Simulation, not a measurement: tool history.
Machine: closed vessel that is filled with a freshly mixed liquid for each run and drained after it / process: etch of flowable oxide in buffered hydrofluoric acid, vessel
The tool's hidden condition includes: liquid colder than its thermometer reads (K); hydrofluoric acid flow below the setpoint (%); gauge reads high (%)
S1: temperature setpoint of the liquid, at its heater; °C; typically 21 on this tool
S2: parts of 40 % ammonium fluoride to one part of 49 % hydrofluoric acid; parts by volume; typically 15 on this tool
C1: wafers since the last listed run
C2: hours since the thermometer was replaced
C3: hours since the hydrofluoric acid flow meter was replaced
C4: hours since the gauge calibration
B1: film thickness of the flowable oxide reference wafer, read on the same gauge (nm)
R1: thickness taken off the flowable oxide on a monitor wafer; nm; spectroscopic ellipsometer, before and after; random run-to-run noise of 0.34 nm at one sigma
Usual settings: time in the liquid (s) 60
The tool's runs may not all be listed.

run 1 hour=0 | S1=21 S2=15 time_in_the_liquid_(s)=60 | C1=0 C2=959.2 C3=634.8 C4=348.6 | B1=120.01 | R1=106.56
run 2 hour=15.4 | S1=21 S2=15 time_in_the_liquid_(s)=60 | C1=1559 C2=974.6 C3=650.2 C4=364 | B1=120 | R1=106.87
run 3 hour=47.7 | S1=21 S2=15 time_in_the_liquid_(s)=60 | C1=3271 C2=1006.9 C3=682.5 C4=396.3 | B1=120.02 | R1=105.72
run 4 hour=75.2 | S1=24 S2=15 time_in_the_liquid_(s)=60 | C1=2785 C2=1034.4 C3=710 C4=423.8 | B1=120.02 | R1=125.92
run 5 hour=102.6 | S1=24 S2=15 time_in_the_liquid_(s)=60 | C1=2775 C2=1061.8 C3=737.4 C4=451.2 | B1=120.02 | R1=125.57
run 6 hour=130.5 | S1=18.5 S2=15 time_in_the_liquid_(s)=60 | C1=2825 C2=1089.7 C3=765.3 C4=479.1 | B1=119.97 | R1=92.21
run 7 hour=153.5 | S1=18.5 S2=15 time_in_the_liquid_(s)=60 | C1=2329 C2=1112.7 C3=788.3 C4=502.1 | B1=119.99 | R1=92.6
run 8 hour=180 | S1=18.5 S2=15 time_in_the_liquid_(s)=60 | C1=2684 C2=1139.2 C3=814.8 C4=528.6 | B1=120.01 | R1=92.57
run 9 hour=209.8 | S1=21 S2=15 time_in_the_liquid_(s)=60 | C1=3018 C2=1169 C3=844.6 C4=558.4 | B1=119.98 | R1=106.38
run 10 hour=240.1 | S1=21 S2=15 time_in_the_liquid_(s)=60 | C1=3068 C2=1199.3 C3=874.9 C4=588.7 | B1=120 | R1=106.59
run 11 hour=252.9 | S1=21 S2=15 time_in_the_liquid_(s)=60 | C1=1296 C2=1212.1 C3=887.7 C4=601.5 | B1=119.99 | R1=106.36
run 12 hour=283.5 | S1=26 S2=19 time_in_the_liquid_(s)=60 | C1=3099 C2=1242.7 C3=918.3 C4=632.1 | B1=120 | R1=110.96
run 13 hour=310.2 | S1=22.5 S2=18 time_in_the_liquid_(s)=60 | C1=2704 C2=1269.4 C3=945 C4=658.8 | B1=120 | R1=97.03
run 14 hour=333.4 | S1=25.5 S2=15 time_in_the_liquid_(s)=80 | C1=2349 C2=1292.6 C3=968.2 C4=682 | B1=120 | R1=182.25
run 15 hour=355.3 | S1=21 S2=15 time_in_the_liquid_(s)=60 | C1=2218 C2=1314.5 C3=990.1 C4=703.9 | B1=119.99 | R1=106.15
run 16 hour=381.6 | S1=21 S2=17 time_in_the_liquid_(s)=60 | C1=2663 C2=1340.8 C3=1016.4 C4=730.2 | B1=120.01 | R1=94.03
-- hour=386 gauge calibrated
-- hour=397.4 hydrofluoric acid flow meter replaced
run 17 hour=405.3 | S1=17.5 S2=11 time_in_the_liquid_(s)=45 | C1=2299 C2=1364.5 C3=7.9 C4=19.3 | B1=119.99 | R1=89.04
run 18 hour=425.7 | S1=18.5 S2=13.5 time_in_the_liquid_(s)=60 | C1=2066 C2=1384.9 C3=28.3 C4=39.7 | B1=120 | R1=102.88
run 19 hour=438.9 | S1=21 S2=15 time_in_the_liquid_(s)=80 | C1=1336 C2=1398.1 C3=41.5 C4=52.9 | B1=120.01 | R1=142.2
run 20 hour=466.3 | S1=21 S2=15 time_in_the_liquid_(s)=60 | C1=2775 C2=1425.5 C3=68.9 C4=80.3 | B1=120 | R1=106.38
run 21 hour=486.4 | S1=21 S2=15 time_in_the_liquid_(s)=60 | C1=2035 C2=1445.6 C3=89 C4=100.4 | B1=120 | R1=106.48
-- hour=494.3 thermometer replaced
run 22 hour=501.3 | S1=21 S2=21 time_in_the_liquid_(s)=30 | C1=1407 C2=7 C3=103.9 C4=115.3 | B1=119.98 | R1=38.65
run 23 hour=534.3 | S1=21 S2=10 time_in_the_liquid_(s)=30 | C1=3342 C2=40 C3=136.9 C4=148.3 | B1=119.99 | R1=79.25
run 24 hour=569 | S1=17 S2=11 time_in_the_liquid_(s)=35 | C1=3514 C2=74.7 C3=171.6 C4=183 | B1=120.01 | R1=67.33
run 25 hour=590.7 | S1=21 S2=15 time_in_the_liquid_(s)=60 | C1=2197 C2=96.4 C3=193.3 C4=204.7 | B1=119.99 | R1=106.18
run 26 hour=617.3 | S1=21 S2=15 time_in_the_liquid_(s)=60 | C1=2694 C2=123 C3=219.9 C4=231.3 | B1=120.03 | R1=106.55
run 27 hour=655.1 | S1=24.5 S2=15 time_in_the_liquid_(s)=60 | C1=3828 C2=160.8 C3=257.7 C4=269.1 | B1=120.01 | R1=129.54
run 28 hour=676.9 | S1=17 S2=16.5 time_in_the_liquid_(s)=30 | C1=2207 C2=182.6 C3=279.5 C4=290.9 | B1=119.98 | R1=38.86
run 29 hour=703.2 | S1=21 S2=15 time_in_the_liquid_(s)=60 | C1=2663 C2=208.9 C3=305.8 C4=317.2 | B1=119.97 | R1=106.2

Predict the results of run 30:
run 30 hour=734.7 | S1=21 S2=15 time_in_the_liquid_(s)=60 | C1=3190 C2=240.4 C3=337.3 C4=348.7 | B1=? | R1=?

{"run 30": {"B1": 120, "R1": 106.45}}
If the tool had no hidden condition, the same run with the same run-to-run variation would have returned R1 106.45 nm.
